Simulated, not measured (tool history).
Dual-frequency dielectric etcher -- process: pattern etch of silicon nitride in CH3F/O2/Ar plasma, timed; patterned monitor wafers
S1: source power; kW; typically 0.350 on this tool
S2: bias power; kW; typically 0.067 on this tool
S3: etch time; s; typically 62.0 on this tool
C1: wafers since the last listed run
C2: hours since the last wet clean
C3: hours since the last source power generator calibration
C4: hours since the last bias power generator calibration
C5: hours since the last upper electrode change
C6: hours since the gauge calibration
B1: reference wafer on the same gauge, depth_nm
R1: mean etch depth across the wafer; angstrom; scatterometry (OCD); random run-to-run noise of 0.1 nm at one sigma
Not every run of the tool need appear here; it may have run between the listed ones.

run,hour,S1,S2,S3,C1,C2,C3,C4,C5,C6,B1,R1
1,0.0,0.350,0.067,62.0,0,640.8,736.3,1260.7,1273.6,536.3,36.41,420.8
# hour 24.9: wet clean of the chamber
2,39.9,0.350,0.067,62.0,212,15.0,776.2,1300.6,1313.5,576.2,36.40,416.0
3,106.6,0.350,0.067,62.0,889,81.7,842.9,1367.3,1380.2,642.9,36.39,416.2
4,198.0,0.350,0.067,62.0,1218,173.1,934.3,1458.7,1471.6,734.3,36.38,418.8
# hour 260.1: bias power generator calibrated
5,300.3,0.350,0.067,62.0,1310,275.4,1036.6,40.2,1573.9,836.6,36.41,417.5
6,375.0,0.350,0.080,62.0,996,350.1,1111.3,114.9,1648.6,911.3,36.41,443.2
7,419.3,0.350,0.080,62.0,590,394.4,1155.6,159.2,1692.9,955.6,36.42,444.1
# hour 578.7: wet clean of the chamber
8,615.9,0.350,0.080,62.0,2301,37.2,1352.2,355.8,1889.5,1152.2,36.41,450.9
9,666.7,0.280,0.067,73.0,677,88.0,1403.0,406.6,1940.3,1203.0,36.40,466.1
# hour 705.9: gauge calibrated
10,721.7,0.280,0.067,73.0,733,143.0,1458.0,461.6,1995.3,15.8,36.42,469.4
11,825.1,0.380,0.067,62.0,1378,246.4,1561.4,565.0,2098.7,119.2,36.41,436.9
12,877.3,0.380,0.067,62.0,696,298.6,1613.6,617.2,2150.9,171.4,36.42,436.8
13,930.2,0.380,0.067,62.0,705,351.5,1666.5,670.1,2203.8,224.3,36.41,436.9
14,1024.6,0.350,0.067,62.0,1258,445.9,1760.9,764.5,2298.2,318.7,36.41,427.8
15,1078.0,0.290,0.051,56.0,712,499.3,1814.3,817.9,2351.6,372.1,36.39,334.6
# hour 1108.0: source power generator calibrated
# hour 1144.2: wet clean of the chamber, repeated, since the last time left the tool worse
16,1180.7,0.350,0.074,75.0,996,36.5,72.7,920.6,2454.3,474.8,36.40,520.6
17,1235.7,0.350,0.067,62.0,733,91.5,127.7,975.6,2509.3,529.8,36.39,417.9
18,1522.3,0.350,0.067,68.0,3821,378.1,414.3,1262.2,2795.9,816.4,36.38,460.5
19,1624.4,0.350,0.073,62.0,1361,480.2,516.4,1364.3,2898.0,918.5,36.41,432.2
# hour 1660.4: bias power generator calibrated
20,1676.2,0.350,0.067,62.0,637,532.0,568.2,15.8,2949.8,970.3,36.38,418.8
# hour 1774.4: upper electrode replaced
# hour 1798.5: wet clean of the chamber
# hour 1855.2: gauge calibrated
21,1914.4,0.350,0.067,70.5,2536,115.9,806.4,254.0,140.0,59.2,36.40,473.9
22,2006.7,0.350,0.062,62.0,1230,208.2,898.7,346.3,232.3,151.5,36.40,407.4
23,2072.0,0.350,0.067,62.0,870,273.5,964.0,411.6,297.6,216.8,36.39,418.2
24,2115.0,0.410,0.067,72.5,573,316.5,1007.0,454.6,340.6,259.8,36.41,512.9
25,2187.3,0.280,0.062,50.0,964,388.8,1079.3,526.9,412.9,332.1,36.37,307.5
26,2249.6,0.290,0.067,69.0,830,451.1,1141.6,589.2,475.2,394.4,36.39,439.4
# hour 2338.6: wet clean of the chamber
27,2357.2,0.410,0.074,76.5,1114,18.6,1249.2,696.8,582.8,502.0,36.38,556.3
28,2450.8,0.280,0.059,71.0,1248,112.2,1342.8,790.4,676.4,595.6,36.39,425.6
29,2529.6,0.350,0.067,62.0,1050,191.0,1421.6,869.2,755.2,674.4,36.41,415.7

Each row is a separate what-if for the run after 29, all from the same tool condition, not one after another. Results?
A,2530.0,0.350,0.067,62.0,5,191.4,1422.0,869.6,755.6,674.8,?,?
B,2530.0,0.420,0.067,80.0,5,191.4,1422.0,869.6,755.6,674.8,?,?
C,2530.0,0.350,0.054,62.0,5,191.4,1422.0,869.6,755.6,674.8,?,?
D,2530.0,0.350,0.074,62.0,5,191.4,1422.0,869.6,755.6,674.8,?,?

run,B1,R1
A,36.39,417.1
B,36.39,570.3
C,36.39,388.6
D,36.39,431.5
Take away the tool's hidden state, keep each run's random variation, and the runs would have read:
run,R1
A,415.5
B,568.1
C,387.1
D,429.9
